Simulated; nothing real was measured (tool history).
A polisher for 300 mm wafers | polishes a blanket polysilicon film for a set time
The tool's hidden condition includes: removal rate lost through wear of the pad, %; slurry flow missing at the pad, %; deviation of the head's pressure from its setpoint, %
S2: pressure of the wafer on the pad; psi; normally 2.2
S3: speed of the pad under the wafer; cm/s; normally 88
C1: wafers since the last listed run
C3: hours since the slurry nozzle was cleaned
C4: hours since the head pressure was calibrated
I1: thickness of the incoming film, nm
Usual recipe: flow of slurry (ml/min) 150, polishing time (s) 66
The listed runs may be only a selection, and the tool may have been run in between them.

{"run": 1, "hour": 0.0, "flow of slurry (ml/min)": 150, "S2": 2.2, "S3": 88, "polishing time (s)": 66, "C1": 0, "wafers polished on this pad": 7, "C3": 240.4, "C4": 611.9, "I1": 1972.6, "film removed (nm)": 414.7}
{"run": 2, "hour": 11.7, "flow of slurry (ml/min)": 150, "S2": 2.2, "S3": 88, "polishing time (s)": 66, "C1": 165, "wafers polished on this pad": 173, "C3": 252.1, "C4": 623.6, "I1": 2020.2, "film removed (nm)": 415.9}
{"run": 3, "hour": 39.3, "flow of slurry (ml/min)": 150, "S2": 2.2, "S3": 88, "polishing time (s)": 66, "C1": 390, "wafers polished on this pad": 563, "C3": 279.7, "C4": 651.2, "I1": 1955.2, "film removed (nm)": 430.3}
{"run": 4, "hour": 64.9, "flow of slurry (ml/min)": 150, "S2": 2.2, "S3": 110, "polishing time (s)": 66, "C1": 362, "wafers polished on this pad": 926, "C3": 305.3, "C4": 676.8, "I1": 1978.8, "film removed (nm)": 517.8}
{"run": 5, "hour": 79.8, "flow of slurry (ml/min)": 150, "S2": 2.2, "S3": 110, "polishing time (s)": 66, "C1": 210, "wafers polished on this pad": 1136, "C3": 320.2, "C4": 691.7, "I1": 1982.6, "film removed (nm)": 511.7}
{"run": 6, "hour": 105.4, "flow of slurry (ml/min)": 150, "S2": 2.2, "S3": 88, "polishing time (s)": 66, "C1": 362, "wafers polished on this pad": 1499, "C3": 345.8, "C4": 717.3, "I1": 1962.2, "film removed (nm)": 421.6}
{"run": 7, "hour": 138.1, "flow of slurry (ml/min)": 150, "S2": 2.2, "S3": 88, "polishing time (s)": 66, "C1": 462, "wafers polished on this pad": 1961, "C3": 378.5, "C4": 750, "I1": 1961.6, "film removed (nm)": 427.3}
{"run": 8, "hour": 154.2, "flow of slurry (ml/min)": 135, "S2": 2.2, "S3": 88, "polishing time (s)": 66, "C1": 227, "wafers polished on this pad": 2189, "C3": 394.6, "C4": 766.1, "I1": 1945.2, "film removed (nm)": 412}
{"run": 9, "hour": 186.4, "flow of slurry (ml/min)": 135, "S2": 2.2, "S3": 88, "polishing time (s)": 66, "C1": 455, "wafers polished on this pad": 2645, "C3": 426.8, "C4": 798.3, "I1": 1996.8, "film removed (nm)": 422.5}
{"hour": 209.5, "done": "worn pad replaced by a new one"}
{"run": 10, "hour": 221.9, "flow of slurry (ml/min)": 135, "S2": 2.2, "S3": 88, "polishing time (s)": 66, "C1": 445, "wafers polished on this pad": 175, "C3": 462.3, "C4": 833.8, "I1": 1965.3, "film removed (nm)": 416.1}
{"run": 11, "hour": 243.1, "flow of slurry (ml/min)": 150, "S2": 2.2, "S3": 88, "polishing time (s)": 66, "C1": 300, "wafers polished on this pad": 475, "C3": 483.5, "C4": 855, "I1": 1980.6, "film removed (nm)": 419.8}
{"run": 12, "hour": 268.2, "flow of slurry (ml/min)": 150, "S2": 2.2, "S3": 88, "polishing time (s)": 66, "C1": 355, "wafers polished on this pad": 830, "C3": 508.6, "C4": 880.1, "I1": 1972.6, "film removed (nm)": 420.6}
{"run": 13, "hour": 302.5, "flow of slurry (ml/min)": 170, "S2": 2.2, "S3": 88, "polishing time (s)": 66, "C1": 485, "wafers polished on this pad": 1315, "C3": 542.9, "C4": 914.4, "I1": 1991.1, "film removed (nm)": 431.1}
{"run": 14, "hour": 333.1, "flow of slurry (ml/min)": 150, "S2": 2.2, "S3": 88, "polishing time (s)": 78, "C1": 433, "wafers polished on this pad": 1748, "C3": 573.5, "C4": 945, "I1": 1989.7, "film removed (nm)": 490.5}
{"run": 15, "hour": 350.3, "flow of slurry (ml/min)": 150, "S2": 2.2, "S3": 68, "polishing time (s)": 66, "C1": 243, "wafers polished on this pad": 1992, "C3": 590.7, "C4": 962.2, "I1": 1974.6, "film removed (nm)": 323.1}
{"run": 16, "hour": 369.1, "flow of slurry (ml/min)": 150, "S2": 2.2, "S3": 88, "polishing time (s)": 66, "C1": 266, "wafers polished on this pad": 2258, "C3": 609.5, "C4": 981, "I1": 1976.7, "film removed (nm)": 422.9}
{"run": 17, "hour": 382.6, "flow of slurry (ml/min)": 135, "S2": 2.2, "S3": 88, "polishing time (s)": 66, "C1": 191, "wafers polished on this pad": 2449, "C3": 623, "C4": 994.5, "I1": 1976.3, "film removed (nm)": 411.1}
{"hour": 408.4, "done": "worn pad replaced by a new one"}
{"run": 18, "hour": 408.9, "flow of slurry (ml/min)": 150, "S2": 2.2, "S3": 88, "polishing time (s)": 66, "C1": 315, "wafers polished on this pad": 6, "C3": 649.3, "C4": 1020.8, "I1": 1985, "film removed (nm)": 421.6}
{"hour": 411.0, "done": "slurry nozzle cleaned"}
{"run": 19, "hour": 422.6, "flow of slurry (ml/min)": 150, "S2": 2.8, "S3": 88, "polishing time (s)": 66, "C1": 179, "wafers polished on this pad": 186, "C3": 11.6, "C4": 1034.5, "I1": 1983.2, "film removed (nm)": 539}
{"run": 20, "hour": 445.1, "flow of slurry (ml/min)": 150, "S2": 2.2, "S3": 106, "polishing time (s)": 66, "C1": 318, "wafers polished on this pad": 504, "C3": 34.1, "C4": 1057, "I1": 1967.8, "film removed (nm)": 505.6}
{"run": 21, "hour": 457.3, "flow of slurry (ml/min)": 150, "S2": 2.5, "S3": 88, "polishing time (s)": 66, "C1": 172, "wafers polished on this pad": 677, "C3": 46.3, "C4": 1069.2, "I1": 1994.3, "film removed (nm)": 480.6}
{"run": 22, "hour": 470.8, "flow of slurry (ml/min)": 150, "S2": 1.5, "S3": 88, "polishing time (s)": 47, "C1": 191, "wafers polished on this pad": 868, "C3": 59.8, "C4": 1082.7, "I1": 1979.4, "film removed (nm)": 202.6}
{"run": 23, "hour": 487.0, "flow of slurry (ml/min)": 150, "S2": 2.4, "S3": 112, "polishing time (s)": 66, "C1": 229, "wafers polished on this pad": 1097, "C3": 76, "C4": 1098.9, "I1": 1990.3, "film removed (nm)": 576.7}
{"run": 24, "hour": 510.8, "flow of slurry (ml/min)": 150, "S2": 1.7, "S3": 80, "polishing time (s)": 86, "C1": 336, "wafers polished on this pad": 1434, "C3": 99.8, "C4": 1122.7, "I1": 1973.2, "film removed (nm)": 387.6}
{"run": 25, "hour": 534.7, "flow of slurry (ml/min)": 135, "S2": 1.5, "S3": 58, "polishing time (s)": 55, "C1": 338, "wafers polished on this pad": 1772, "C3": 123.7, "C4": 1146.6, "I1": 1970.6, "film removed (nm)": 155.1}
{"run": 26, "hour": 567.0, "flow of slurry (ml/min)": 150, "S2": 2.2, "S3": 88, "polishing time (s)": 66, "C1": 457, "wafers polished on this pad": 2229, "C3": 156, "C4": 1178.9, "I1": 1968.7, "film removed (nm)": 429}
{"run": 27, "hour": 596.0, "flow of slurry (ml/min)": 150, "S2": 3, "S3": 88, "polishing time (s)": 58, "C1": 410, "wafers polished on this pad": 2640, "C3": 185, "C4": 1207.9, "I1": 1992.6, "film removed (nm)": 504.1}
{"hour": 601.2, "done": "head pressure recalibrated"}
{"run": 28, "hour": 614.8, "flow of slurry (ml/min)": 150, "S2": 2.2, "S3": 88, "polishing time (s)": 66, "C1": 237, "wafers polished on this pad": 2877, "C3": 203.8, "C4": 13.6, "I1": 1993, "film removed (nm)": 421.3}
{"hour": 631.7, "done": "worn pad replaced by a new one"}
{"run": 29, "hour": 649.7, "flow of slurry (ml/min)": 165, "S2": 2.2, "S3": 88, "polishing time (s)": 66, "C1": 437, "wafers polished on this pad": 255, "C3": 238.7, "C4": 48.5, "I1": 1981.5, "film removed (nm)": 428.8}
{"run": 30, "hour": 665.9, "flow of slurry (ml/min)": 110, "S2": 2.2, "S3": 68, "polishing time (s)": 66, "C1": 229, "wafers polished on this pad": 484, "C3": 254.9, "C4": 64.7, "I1": 1978.8, "film removed (nm)": 310.4}
{"run": 31, "hour": 689.8, "flow of slurry (ml/min)": 195, "S2": 2.7, "S3": 88, "polishing time (s)": 66, "C1": 338, "wafers polished on this pad": 822, "C3": 278.8, "C4": 88.6, "I1": 2005.9, "film removed (nm)": 528}
{"run": 32, "hour": 711.6, "flow of slurry (ml/min)": 135, "S2": 2.8, "S3": 76, "polishing time (s)": 53, "C1": 308, "wafers polished on this pad": 1131, "C3": 300.6, "C4": 110.4, "I1": 1964.5, "film removed (nm)": 368.8}
{"run": 33, "hour": 802.9, "flow of slurry (ml/min)": 150, "S2": 2.2, "S3": 88, "polishing time (s)": 66, "C1": 1292, "wafers polished on this pad": 2423, "C3": 391.9, "C4": 201.7, "I1": 1987.6, "film removed (nm)": 414.5}
{"run": 34, "hour": 821.9, "flow of slurry (ml/min)": 150, "S2": 2.2, "S3": 88, "polishing time (s)": 57, "C1": 268, "wafers polished on this pad": 2692, "C3": 410.9, "C4": 220.7, "I1": 1995.5, "film removed (nm)": 363.9}
{"hour": 857.9, "done": "worn pad replaced by a new one"}
{"run": 35, "hour": 858.4, "flow of slurry (ml/min)": 150, "S2": 2.2, "S3": 88, "polishing time (s)": 66, "C1": 459, "wafers polished on this pad": 7, "C3": 447.4, "C4": 257.2, "I1": 1993.1, "film removed (nm)": 422}
{"run": 36, "hour": 873.6, "flow of slurry (ml/min)": 165, "S2": 2.2, "S3": 88, "polishing time (s)": 45, "C1": 215, "wafers polished on this pad": 222, "C3": 462.6, "C4": 272.4, "I1": 1975.4, "film removed (nm)": 290.8}
{"run": 37, "hour": 886.1, "flow of slurry (ml/min)": 150, "S2": 2.2, "S3": 88, "polishing time (s)": 66, "C1": 176, "wafers polished on this pad": 399, "C3": 475.1, "C4": 284.9, "I1": 1983.3, "film removed (nm)": 426.8}

For each entry between runs, how does the tool's hidden state at the last listed run before it compare with that at the first listed run after it?
After run 9, before run 10: worn pad replaced by a new one (hour 209.5)
  both runs share identical hidden conditions
After run 17, before run 18: worn pad replaced by a new one (hour 408.4)
  both runs share identical hidden conditions
After run 18, before run 19: slurry nozzle cleaned (hour 411)
  both runs share identical hidden conditions
After run 27, before run 28: head pressure recalibrated (hour 601.2)
  both runs share identical hidden conditions
After run 28, before run 29: worn pad replaced by a new one (hour 631.7)
  both runs share identical hidden conditions
After run 34, before run 35: worn pad replaced by a new one (hour 857.9)
  both runs share identical hidden conditions
